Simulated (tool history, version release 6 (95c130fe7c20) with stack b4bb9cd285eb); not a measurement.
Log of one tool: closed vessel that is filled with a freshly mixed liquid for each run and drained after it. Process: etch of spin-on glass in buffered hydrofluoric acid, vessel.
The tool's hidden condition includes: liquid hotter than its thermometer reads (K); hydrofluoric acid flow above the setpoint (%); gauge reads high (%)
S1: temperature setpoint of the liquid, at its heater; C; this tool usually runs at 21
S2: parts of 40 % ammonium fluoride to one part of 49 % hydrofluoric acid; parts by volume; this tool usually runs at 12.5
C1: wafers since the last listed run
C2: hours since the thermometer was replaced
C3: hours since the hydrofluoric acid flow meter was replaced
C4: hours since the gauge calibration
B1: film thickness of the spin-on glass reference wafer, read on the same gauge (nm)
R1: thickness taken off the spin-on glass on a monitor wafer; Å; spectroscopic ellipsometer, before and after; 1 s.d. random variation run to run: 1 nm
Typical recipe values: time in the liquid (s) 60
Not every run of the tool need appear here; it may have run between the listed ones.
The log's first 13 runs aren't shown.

run 14 hour=137.7 | S1=19 S2=10.5 time_in_the_liquid_(s)=70 | C1=1253 C2=71.3 C3=69.6 C4=345.1 | B1=29.99 | R1=1776.6
-- hour=144.5 thermometer replaced, repeated, since the last time left the tool worse
run 15 hour=145 | S1=21 S2=15.5 time_in_the_liquid_(s)=75 | C1=781 C2=0.5 C3=76.9 C4=352.4 | B1=29.98 | R1=1222.4
run 16 hour=161 | S1=24 S2=10 time_in_the_liquid_(s)=60 | C1=1985 C2=16.5 C3=92.9 C4=368.4 | B1=30.02 | R1=1791.6
run 17 hour=170.3 | S1=21 S2=16.5 time_in_the_liquid_(s)=80 | C1=1154 C2=25.8 C3=102.2 C4=377.7 | B1=30.02 | R1=1255.1
run 18 hour=182.3 | S1=19 S2=10.5 time_in_the_liquid_(s)=70 | C1=1489 C2=37.8 C3=114.2 C4=389.7 | B1=30 | R1=1520.5
run 19 hour=196 | S1=19.5 S2=14 time_in_the_liquid_(s)=60 | C1=1700 C2=51.5 C3=127.9 C4=403.4 | B1=30.02 | R1=1007.5
-- hour=203.3 gauge calibrated
run 20 hour=210.5 | S1=21 S2=10.5 time_in_the_liquid_(s)=60 | C1=1799 C2=66 C3=142.4 C4=7.2 | B1=30.01 | R1=1459.9
run 21 hour=227.6 | S1=21 S2=17 time_in_the_liquid_(s)=45 | C1=2122 C2=83.1 C3=159.5 C4=24.3 | B1=30.02 | R1=673.9
run 22 hour=245.6 | S1=18.5 S2=12.5 time_in_the_liquid_(s)=60 | C1=2234 C2=101.1 C3=177.5 C4=42.3 | B1=29.99 | R1=1077.1
run 23 hour=259.3 | S1=21 S2=12.5 time_in_the_liquid_(s)=60 | C1=1700 C2=114.8 C3=191.2 C4=56 | B1=29.99 | R1=1229
run 24 hour=276.8 | S1=21 S2=12.5 time_in_the_liquid_(s)=60 | C1=2172 C2=132.3 C3=208.7 C4=73.5 | B1=30.03 | R1=1238.8
run 25 hour=294.7 | S1=21 S2=15 time_in_the_liquid_(s)=30 | C1=2221 C2=150.2 C3=226.6 C4=91.4 | B1=30 | R1=519.6
run 26 hour=305.6 | S1=21 S2=12.5 time_in_the_liquid_(s)=75 | C1=1352 C2=161.1 C3=237.5 C4=102.3 | B1=30.02 | R1=1540.1
run 27 hour=318 | S1=19 S2=10.5 time_in_the_liquid_(s)=70 | C1=1539 C2=173.5 C3=249.9 C4=114.7 | B1=29.98 | R1=1552.5
run 28 hour=334.7 | S1=21 S2=15.5 time_in_the_liquid_(s)=95 | C1=2072 C2=190.2 C3=266.6 C4=131.4 | B1=29.97 | R1=1619.6
run 29 hour=352.7 | S1=21 S2=15 time_in_the_liquid_(s)=60 | C1=2234 C2=208.2 C3=284.6 C4=149.4 | B1=29.99 | R1=1035.8
run 30 hour=359 | S1=21 S2=12.5 time_in_the_liquid_(s)=60 | C1=781 C2=214.5 C3=290.9 C4=155.7 | B1=30.02 | R1=1264.9
run 31 hour=370.3 | S1=21 S2=8.5 time_in_the_liquid_(s)=45 | C1=1402 C2=225.8 C3=302.2 C4=167 | B1=29.99 | R1=1321.6
run 32 hour=384.5 | S1=17.5 S2=8.5 time_in_the_liquid_(s)=80 | C1=1762 C2=240 C3=316.4 C4=181.2 | B1=30.03 | R1=1943.8

Alternative continuations, all from the tool just after run 32; predict every row:
run A hour=385.2 | S1=21 S2=12.5 time_in_the_liquid_(s)=60 | C1=86 C2=240.7 C3=317.1 C4=181.9 | B1=? | R1=?
run B hour=385.2 | S1=17 S2=12.5 time_in_the_liquid_(s)=60 | C1=86 C2=240.7 C3=317.1 C4=181.9 | B1=? | R1=?
run C hour=385.2 | S1=18.5 S2=16 time_in_the_liquid_(s)=60 | C1=86 C2=240.7 C3=317.1 C4=181.9 | B1=? | R1=?
run D hour=385.2 | S1=26 S2=14 time_in_the_liquid_(s)=60 | C1=86 C2=240.7 C3=317.1 C4=181.9 | B1=? | R1=?
run E hour=385.2 | S1=23.5 S2=12.5 time_in_the_liquid_(s)=60 | C1=86 C2=240.7 C3=317.1 C4=181.9 | B1=? | R1=?

run=A B1=30.01 R1=1254.8
run=B B1=30.01 R1=1002.2
run=C B1=30.01 R1=856.1
run=D B1=30.01 R1=1475.3
run=E B1=30.01 R1=1439.8
Without the tool's hidden state the same runs would have given:
run=A R1=1218.4
run=B R1=972.3
run=C R1=830.8
run=D R1=1433.8
run=E R1=1398.7

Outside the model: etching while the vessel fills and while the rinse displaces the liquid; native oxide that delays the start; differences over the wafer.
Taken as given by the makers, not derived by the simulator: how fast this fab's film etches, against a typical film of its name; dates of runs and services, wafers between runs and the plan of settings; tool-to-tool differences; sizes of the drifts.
